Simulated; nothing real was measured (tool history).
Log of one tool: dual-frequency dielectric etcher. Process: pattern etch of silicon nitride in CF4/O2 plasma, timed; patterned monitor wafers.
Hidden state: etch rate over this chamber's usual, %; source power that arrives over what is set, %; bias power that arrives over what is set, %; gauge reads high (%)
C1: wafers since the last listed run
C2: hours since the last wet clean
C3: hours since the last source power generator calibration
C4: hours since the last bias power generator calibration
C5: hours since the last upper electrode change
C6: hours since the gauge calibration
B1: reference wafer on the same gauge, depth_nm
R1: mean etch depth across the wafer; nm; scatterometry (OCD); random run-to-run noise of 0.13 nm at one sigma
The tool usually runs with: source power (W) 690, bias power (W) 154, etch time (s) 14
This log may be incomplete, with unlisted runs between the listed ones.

Run 1, hour 0.0: usual settings but source power (W) 620; C1 0; C2 466.8; C3 1439.4; C4 2207.5; C5 1145.8; C6 25.5; B1 34.26. Result: R1 33.97 nm.
At hour 66.3: wet clean of the chamber.
Run 2, hour 94.2: usual settings but source power (W) 640; C1 1547; C2 27.9; C3 1533.6; C4 2301.7; C5 1240.0; C6 119.7; B1 34.19. Result: R1 34.82 nm.
Run 3, hour 130.7: usual settings but source power (W) 640; C1 804; C2 64.4; C3 1570.1; C4 2338.2; C5 1276.5; C6 156.2; B1 34.26. Result: R1 34.92 nm.
Run 4, hour 233.1: usual settings; C1 2257; C2 166.8; C3 1672.5; C4 2440.6; C5 1378.9; C6 258.6; B1 34.17. Result: R1 37.38 nm.
Run 5, hour 334.7: usual settings; C1 2240; C2 268.4; C3 1774.1; C4 2542.2; C5 1480.5; C6 360.2; B1 34.24. Result: R1 37.59 nm.
Run 6, hour 400.8: usual settings but bias power (W) 131, etch time (s) 17; C1 1457; C2 334.5; C3 1840.2; C4 2608.3; C5 1546.6; C6 426.3; B1 34.19. Result: R1 43.44 nm.
At hour 610.7: wet clean of the chamber.
At hour 683.5: upper electrode replaced.
Run 7, hour 713.6: usual settings but bias power (W) 131, etch time (s) 17; C1 5838; C2 102.9; C3 2153.0; C4 2921.1; C5 30.1; C6 739.1; B1 34.18. Result: R1 43.46 nm.
Run 8, hour 794.8: usual settings; C1 1790; C2 184.1; C3 2234.2; C4 3002.3; C5 111.3; C6 820.3; B1 34.19. Result: R1 37.41 nm.
Run 9, hour 854.0: usual settings; C1 1305; C2 243.3; C3 2293.4; C4 3061.5; C5 170.5; C6 879.5; B1 34.22. Result: R1 37.63 nm.
Run 10, hour 960.1: usual settings but source power (W) 780; C1 2339; C2 349.4; C3 2399.5; C4 3167.6; C5 276.6; C6 985.6; B1 34.26. Result: R1 41.86 nm.

Run 11 is up next; what results do you expect?
Run 11, hour 1054.0: usual settings but source power (W) 840, bias power (W) 123; C1 2070; C2 443.3; C3 2493.4; C4 3261.5; C5 370.5; C6 1079.5; B1 ?. Result: R1 ?.

{"run 11": {"B1": 34.23, "R1": 41.88}}
With the hidden condition absent and the run-to-run variation left alone, this run would have shown R1 41.88 nm.
